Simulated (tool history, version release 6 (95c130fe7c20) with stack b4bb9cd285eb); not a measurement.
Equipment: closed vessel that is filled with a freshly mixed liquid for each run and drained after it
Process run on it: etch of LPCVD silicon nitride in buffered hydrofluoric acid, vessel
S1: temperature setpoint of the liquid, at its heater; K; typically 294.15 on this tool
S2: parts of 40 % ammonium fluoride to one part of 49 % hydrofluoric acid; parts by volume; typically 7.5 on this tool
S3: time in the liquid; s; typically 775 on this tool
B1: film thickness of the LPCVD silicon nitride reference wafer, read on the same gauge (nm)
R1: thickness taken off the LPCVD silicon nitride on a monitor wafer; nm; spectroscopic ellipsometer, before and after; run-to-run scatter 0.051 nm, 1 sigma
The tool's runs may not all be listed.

run 1 hour=0.0 | S1=294.15 S2=7.5 S3=775 | B1=140.68 | R1=11.43
run 2 hour=29.2 | S1=294.15 S2=7.5 S3=775 | B1=140.88 | R1=11.52
run 3 hour=44.9 | S1=294.15 S2=7.5 S3=775 | B1=140.99 | R1=11.43
run 4 hour=68.9 | S1=292.15 S2=7.5 S3=1035 | B1=141.13 | R1=13.83
run 5 hour=100.9 | S1=292.15 S2=7.5 S3=1035 | B1=141.24 | R1=13.68
run 6 hour=135.6 | S1=292.15 S2=7.5 S3=1035 | B1=141.47 | R1=13.82
run 7 hour=153.9 | S1=294.15 S2=7.5 S3=775 | B1=141.59 | R1=11.45
run 8 hour=171.9 | S1=294.15 S2=7.5 S3=775 | B1=141.68 | R1=11.50
-- hour=176.5 thermometer replaced
run 9 hour=191.5 | S1=294.15 S2=7.5 S3=775 | B1=141.81 | R1=11.58
run 10 hour=214.7 | S1=294.15 S2=7.5 S3=775 | B1=141.93 | R1=11.63
-- hour=235.8 gauge calibrated
run 11 hour=241.6 | S1=291.65 S2=10.5 S3=390 | B1=140.22 | R1=3.63
run 12 hour=273.3 | S1=294.15 S2=7.5 S3=515 | B1=140.38 | R1=7.61
run 13 hour=286.3 | S1=292.15 S2=6.5 S3=310 | B1=140.47 | R1=4.70
run 14 hour=298.8 | S1=291.65 S2=10.5 S3=390 | B1=140.56 | R1=3.67
run 15 hour=317.6 | S1=292.15 S2=10.0 S3=775 | B1=140.64 | R1=7.92
-- hour=336.0 hydrofluoric acid flow meter replaced
run 16 hour=341.6 | S1=294.15 S2=7.5 S3=515 | B1=140.80 | R1=7.64
run 17 hour=406.2 | S1=294.15 S2=7.5 S3=435 | B1=141.16 | R1=6.44
run 18 hour=435.4 | S1=294.15 S2=7.5 S3=775 | B1=141.30 | R1=11.47
run 19 hour=477.6 | S1=290.15 S2=5.5 S3=545 | B1=141.55 | R1=8.58

Predict each of these 3 candidate next runs independently; none follows another, all start after run 19:
run A hour=478.5 | S1=294.15 S2=7.5 S3=775 | B1=? | R1=?
run B hour=478.5 | S1=294.15 S2=8.5 S3=420 | B1=? | R1=?
run C hour=478.5 | S1=294.15 S2=9.5 S3=775 | B1=? | R1=?

run=A B1=141.55 R1=11.50
run=B B1=141.55 R1=5.44
run=C B1=141.55 R1=9.13
Without the tool's unlogged condition, the same runs would have read:
run=A R1=11.38
run=B R1=5.38
run=C R1=9.03
